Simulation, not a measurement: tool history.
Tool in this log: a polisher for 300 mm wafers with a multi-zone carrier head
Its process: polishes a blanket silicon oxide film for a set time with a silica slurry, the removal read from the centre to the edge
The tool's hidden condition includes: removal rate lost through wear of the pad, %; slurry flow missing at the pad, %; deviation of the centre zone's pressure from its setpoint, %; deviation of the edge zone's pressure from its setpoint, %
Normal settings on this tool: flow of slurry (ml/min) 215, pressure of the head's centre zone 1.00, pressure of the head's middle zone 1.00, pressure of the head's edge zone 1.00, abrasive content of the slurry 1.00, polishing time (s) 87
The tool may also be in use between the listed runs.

run	hour	flow of slurry (ml/min)	pressure of the head's centre zone	pressure of the head's middle zone	pressure of the head's edge zone	abrasive content of the slurry	polishing time (s)	wafers since the last listed run	wafers polished on this pad	hours since the slurry nozzle was cleaned	hours since the centre zone pressure was calibrated	hours since the edge zone pressure was calibrated	hours since the carrier head's membrane was replaced	incoming thickness of the incoming film, nm	film removed at the wafer's centre (nm)	film removed at mid-radius (nm)	film removed at the wafer's edge (nm)
1	0.0	215	1.00	1.00	0.91	1.00	105	0	188	536.0	932.6	1069.9	1724.0	1371.3	341.3	342.1	315.8
2	17.5	215	1.00	1.00	1.00	1.00	87	170	359	553.5	950.1	1087.4	1741.5	1349.7	276.0	282.7	265.2
3	24.4	170	1.00	1.00	1.00	1.00	87	67	426	560.4	957.0	1094.3	1748.4	1320.0	265.2	261.2	258.9
4	31.8	170	1.00	1.00	1.00	1.00	87	72	498	567.8	964.4	1101.7	1755.8	1363.0	260.9	264.0	260.3
5	48.4	215	1.00	1.00	1.00	1.00	87	162	660	584.4	981.0	1118.3	1772.4	1347.6	265.6	268.2	260.1
6	59.8	215	1.00	1.00	1.00	1.00	87	111	772	595.8	992.4	1129.7	1783.8	1357.4	268.1	264.2	270.3
# hour 69.7: worn pad replaced by a new one
7	75.9	215	1.00	1.00	1.00	1.00	87	118	60	611.9	1008.5	1145.8	1799.9	1351.6	297.4	293.9	293.9
8	90.8	215	1.00	1.00	1.00	1.00	67	145	205	626.8	1023.4	1160.7	1814.8	1338.7	216.6	215.0	215.8
9	108.3	215	1.00	1.00	1.00	1.00	87	170	376	644.3	1040.9	1178.2	1832.3	1332.0	274.4	276.4	268.9
10	120.3	215	1.00	1.00	1.00	1.00	87	117	493	656.3	1052.9	1190.2	1844.3	1358.6	274.1	270.1	267.6
# hour 123.9: edge zone pressure recalibrated
# hour 142.5: slurry nozzle cleaned
# hour 150.0: worn pad replaced by a new one
11	166.9	270	1.06	1.00	1.00	1.15	87	386	165	24.4	1099.5	43.0	1890.9	1356.6	338.9	332.4	313.1
12	176.7	215	1.00	1.09	1.00	1.00	87	95	261	34.2	1109.3	52.8	1900.7	1344.9	281.2	306.1	280.4
# hour 182.3: carrier head's membrane replaced by a new one
13	186.1	215	1.00	0.91	1.08	1.00	87	42	304	43.6	1118.7	62.2	3.8	1349.0	275.3	258.3	279.7
14	195.6	215	1.00	1.00	1.00	1.00	87	92	396	53.1	1128.2	71.7	13.3	1357.8	273.0	274.1	265.3
# hour 204.4: centre zone pressure recalibrated
15	204.9	170	1.00	1.10	0.88	1.25	87	71	468	62.4	0.5	81.0	22.6	1358.4	299.7	328.8	285.4
16	210.5	215	1.00	1.00	1.00	1.00	87	54	522	68.0	6.1	86.6	28.2	1345.8	269.3	269.0	259.2
17	226.3	215	1.09	1.00	1.00	1.20	61	154	677	83.8	21.9	102.4	44.0	1357.4	231.4	214.7	206.9
18	237.9	155	1.00	1.08	1.00	1.00	87	113	790	95.4	33.5	114.0	55.6	1341.7	255.7	274.5	244.3
# hour 242.8: worn pad replaced by a new one
19	249.6	165	1.00	1.00	1.00	0.80	68	75	66	107.1	45.2	125.7	67.3	1347.9	176.0	176.3	179.1

The next listed run, before its measurement:
20	257.1	215	1.00	1.09	1.00	1.00	87	73	139	114.6	52.7	133.2	74.8	1363.1	?	?	?

Run 20 measured film removed at the wafer's centre (nm) 281.9, film removed at mid-radius (nm) 309.3, film removed at the wafer's edge (nm) 274.8.
The same run, on a tool lacking any hidden state, would have yielded film removed at the wafer's centre (nm) 296.6, film removed at mid-radius (nm) 325.4, film removed at the wafer's edge (nm) 289.2.
